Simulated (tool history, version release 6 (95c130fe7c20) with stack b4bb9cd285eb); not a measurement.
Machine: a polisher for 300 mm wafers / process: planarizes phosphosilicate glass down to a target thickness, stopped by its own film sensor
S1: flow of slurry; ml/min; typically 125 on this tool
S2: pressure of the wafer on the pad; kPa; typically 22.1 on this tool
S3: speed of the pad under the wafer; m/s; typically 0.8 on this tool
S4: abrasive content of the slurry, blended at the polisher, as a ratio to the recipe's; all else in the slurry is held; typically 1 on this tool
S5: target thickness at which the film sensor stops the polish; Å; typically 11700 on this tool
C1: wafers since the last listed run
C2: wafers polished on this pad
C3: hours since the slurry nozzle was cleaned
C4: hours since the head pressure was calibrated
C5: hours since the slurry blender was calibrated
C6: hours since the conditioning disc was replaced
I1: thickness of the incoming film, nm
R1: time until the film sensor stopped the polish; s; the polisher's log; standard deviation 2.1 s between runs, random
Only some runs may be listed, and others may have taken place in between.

run,hour,S1,S2,S3,S4,S5,C1,C2,C3,C4,C5,C6,I1,R1
1,0,125,22.1,0.8,1,11700,0,179,234.9,898.8,77,352.4,2084,116.7
2,22.9,125,22.1,0.8,1,11700,188,367,257.8,921.7,99.9,375.3,2098.6,120
3,49.5,125,22.1,0.8,1,11700,219,586,284.4,948.3,126.5,401.9,2082.3,128.6
# hour 88.1: worn pad replaced by a new one
4,94.2,125,22.1,0.8,1,11700,335,50,329.1,993,171.2,446.6,2105.7,136
5,109.5,125,22.1,0.6,0.8,11700,125,176,344.4,1008.3,186.5,461.9,2093.7,203.3
# hour 115.7: slurry blender recalibrated
6,140.5,125,22.1,0.6,0.8,11700,238,415,375.4,1039.3,24.8,492.9,2072.5,158.9
7,170.6,125,22.1,0.8,1.2,11700,247,663,405.5,1069.4,54.9,523,2068.5,104.6
# hour 184.3: worn pad replaced by a new one
# hour 193.7: head pressure recalibrated
8,197.4,125,22.1,0.8,1,11700,171,91,432.3,3.7,81.7,549.8,2089.1,119.5
9,221,125,22.1,0.8,1,11700,194,285,455.9,27.3,105.3,573.4,2079.3,117.3
10,242.4,125,20,0.8,1.15,13700,176,461,477.3,48.7,126.7,594.8,2093.1,102
# hour 257.4: slurry nozzle cleaned
# hour 262.7: conditioning disc replaced and pad reconditioned
11,276.5,90,15.2,0.62,1.2,11700,256,718,19.1,82.8,160.8,13.8,2105.3,211.1
# hour 284.5: worn pad replaced by a new one
# hour 288.5: slurry blender recalibrated
12,302.5,80,22.1,0.8,1,13720,164,132,45.1,108.8,14,39.8,2114.5,95.5
13,331.4,125,22.1,0.8,1,11700,237,370,74,137.7,42.9,68.7,2092.5,114.6
# hour 398.4: worn pad replaced by a new one
14,406.7,125,22.1,0.8,1,11700,587,68,149.3,213,118.2,144,2105.6,118.8
15,434,125,22.1,0.54,0.9,11700,224,293,176.6,240.3,145.5,171.3,2074.2,174.6
16,451.6,80,22.1,0.8,0.7,11700,144,437,194.2,257.9,163.1,188.9,2067.6,159.4
17,487,125,22.1,0.8,1,13930,291,729,229.6,293.3,198.5,224.3,2062.6,99.6
# hour 508.9: slurry blender recalibrated
# hour 512.9: worn pad replaced by a new one
18,513.4,155,15.9,0.58,1.2,11700,167,4,256,319.7,4.5,250.7,2074.4,183.6

How would selected steps in R1 from run to run divide? Give the signed amount a tool lacking its hidden state would still show from settings, what came in and random variation, and the signed amount left for the hidden state, including any gauge scatter that is not in both of the compared results.
Hidden state present: removal rate lost through wear of the pad, %; slurry flow missing at the pad, %; deviation of the head's pressure from its setpoint, %; abrasive missing from the slurry, %; time polished since the conditioner stopped cutting, s.
Run 5 -> 6: slurry blender recalibrated. R1 -44.4 s: hidden state -39.8, all else -4.6.
Run 11 -> 12: S1 90 -> 80, S2 15.2 -> 22.1, S3 0.62 -> 0.8, S4 1.2 -> 1, S5 11700 -> 13720, worn pad replaced by a new one, slurry blender recalibrated. R1 -115.6 s: hidden state -21.7, all else -93.9.
